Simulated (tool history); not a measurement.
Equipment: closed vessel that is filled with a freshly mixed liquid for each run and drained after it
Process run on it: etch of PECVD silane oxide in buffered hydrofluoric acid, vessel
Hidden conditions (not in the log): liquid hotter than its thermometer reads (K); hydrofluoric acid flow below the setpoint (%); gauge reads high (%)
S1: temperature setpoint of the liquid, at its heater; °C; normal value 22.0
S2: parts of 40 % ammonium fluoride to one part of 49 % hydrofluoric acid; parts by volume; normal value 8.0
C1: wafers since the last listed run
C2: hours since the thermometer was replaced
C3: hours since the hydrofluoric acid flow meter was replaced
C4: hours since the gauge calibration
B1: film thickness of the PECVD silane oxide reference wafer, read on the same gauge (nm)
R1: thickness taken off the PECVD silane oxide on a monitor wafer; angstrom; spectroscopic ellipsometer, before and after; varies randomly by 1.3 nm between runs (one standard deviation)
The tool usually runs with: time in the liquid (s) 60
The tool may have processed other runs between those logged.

{"run": 1, "hour": 0.0, "S1": 22.0, "S2": 6.0, "time in the liquid (s)": 60, "C1": 0, "C2": 2652.1, "C3": 328.4, "C4": 203.4, "B1": 79.99, "R1": 2844.5}
{"run": 2, "hour": 26.6, "S1": 25.5, "S2": 8.0, "time in the liquid (s)": 60, "C1": 1726, "C2": 2678.7, "C3": 355.0, "C4": 230.0, "B1": 80.02, "R1": 2570.3}
{"run": 3, "hour": 116.4, "S1": 25.5, "S2": 8.0, "time in the liquid (s)": 60, "C1": 5829, "C2": 2768.5, "C3": 444.8, "C4": 319.8, "B1": 80.04, "R1": 2600.8}
{"run": 4, "hour": 185.6, "S1": 25.5, "S2": 8.0, "time in the liquid (s)": 60, "C1": 4491, "C2": 2837.7, "C3": 514.0, "C4": 389.0, "B1": 79.99, "R1": 2578.0}
{"run": 5, "hour": 248.0, "S1": 22.0, "S2": 8.0, "time in the liquid (s)": 60, "C1": 4050, "C2": 2900.1, "C3": 576.4, "C4": 451.4, "B1": 79.99, "R1": 2135.2}
{"run": 6, "hour": 279.2, "S1": 22.0, "S2": 8.0, "time in the liquid (s)": 60, "C1": 2025, "C2": 2931.3, "C3": 607.6, "C4": 482.6, "B1": 80.03, "R1": 2115.9}
{"hour": 330.9, "done": "hydrofluoric acid flow meter replaced"}
{"run": 7, "hour": 340.0, "S1": 25.5, "S2": 8.0, "time in the liquid (s)": 75, "C1": 3881, "C2": 2992.1, "C3": 9.1, "C4": 543.4, "B1": 80.01, "R1": 3201.0}
{"run": 8, "hour": 364.9, "S1": 25.5, "S2": 8.0, "time in the liquid (s)": 75, "C1": 1616, "C2": 3017.0, "C3": 34.0, "C4": 568.3, "B1": 79.98, "R1": 3174.5}
{"run": 9, "hour": 399.4, "S1": 25.5, "S2": 8.0, "time in the liquid (s)": 75, "C1": 2239, "C2": 3051.5, "C3": 68.5, "C4": 602.8, "B1": 80.01, "R1": 3161.5}
{"hour": 416.9, "done": "gauge calibrated"}
{"run": 10, "hour": 445.7, "S1": 25.5, "S2": 8.0, "time in the liquid (s)": 75, "C1": 3005, "C2": 3097.8, "C3": 114.8, "C4": 28.8, "B1": 79.99, "R1": 3184.1}
{"run": 11, "hour": 493.9, "S1": 24.0, "S2": 10.5, "time in the liquid (s)": 60, "C1": 3128, "C2": 3146.0, "C3": 163.0, "C4": 77.0, "B1": 79.98, "R1": 1851.0}
{"run": 12, "hour": 518.7, "S1": 19.5, "S2": 8.0, "time in the liquid (s)": 60, "C1": 1609, "C2": 3170.8, "C3": 187.8, "C4": 101.8, "B1": 80.0, "R1": 1854.1}
{"run": 13, "hour": 552.3, "S1": 26.0, "S2": 11.0, "time in the liquid (s)": 35, "C1": 2181, "C2": 3204.4, "C3": 221.4, "C4": 135.4, "B1": 80.01, "R1": 1149.8}
{"hour": 568.0, "done": "thermometer replaced"}
{"run": 14, "hour": 581.2, "S1": 22.0, "S2": 8.0, "time in the liquid (s)": 60, "C1": 1811, "C2": 13.2, "C3": 250.3, "C4": 164.3, "B1": 80.01, "R1": 2110.4}
{"run": 15, "hour": 627.9, "S1": 22.0, "S2": 6.5, "time in the liquid (s)": 70, "C1": 3031, "C2": 59.9, "C3": 297.0, "C4": 211.0, "B1": 79.99, "R1": 3059.8}
{"run": 16, "hour": 692.2, "S1": 22.0, "S2": 8.0, "time in the liquid (s)": 60, "C1": 4173, "C2": 124.2, "C3": 361.3, "C4": 275.3, "B1": 79.99, "R1": 2130.2}
{"run": 17, "hour": 740.6, "S1": 22.0, "S2": 10.5, "time in the liquid (s)": 70, "C1": 3141, "C2": 172.6, "C3": 409.7, "C4": 323.7, "B1": 79.99, "R1": 1947.1}
{"run": 18, "hour": 764.7, "S1": 17.5, "S2": 8.0, "time in the liquid (s)": 40, "C1": 1564, "C2": 196.7, "C3": 433.8, "C4": 347.8, "B1": 79.99, "R1": 1095.3}
{"run": 19, "hour": 818.8, "S1": 22.0, "S2": 8.0, "time in the liquid (s)": 60, "C1": 3511, "C2": 250.8, "C3": 487.9, "C4": 401.9, "B1": 80.01, "R1": 2126.8}

4 ways to go on from here, each from the tool as it stands after run 19. What would each give?
{"run": "A", "hour": 819.5, "S1": 22.0, "S2": 8.0, "time in the liquid (s)": 60, "C1": 45, "C2": 251.5, "C3": 488.6, "C4": 402.6, "B1": "?", "R1": "?"}
{"run": "B", "hour": 819.5, "S1": 18.0, "S2": 8.0, "time in the liquid (s)": 35, "C1": 45, "C2": 251.5, "C3": 488.6, "C4": 402.6, "B1": "?", "R1": "?"}
{"run": "C", "hour": 819.5, "S1": 17.5, "S2": 6.5, "time in the liquid (s)": 35, "C1": 45, "C2": 251.5, "C3": 488.6, "C4": 402.6, "B1": "?", "R1": "?"}
{"run": "D", "hour": 819.5, "S1": 18.5, "S2": 6.0, "time in the liquid (s)": 30, "C1": 45, "C2": 251.5, "C3": 488.6, "C4": 402.6, "B1": "?", "R1": "?"}

run=A B1=79.99 R1=2124.2
run=B B1=79.99 R1=990.7
run=C B1=79.99 R1=1186.6
run=D B1=79.99 R1=1153.7
Without the tool's unlogged condition, the same runs would have read:
run=A R1=2124.2
run=B R1=990.7
run=C R1=1186.6
run=D R1=1153.7
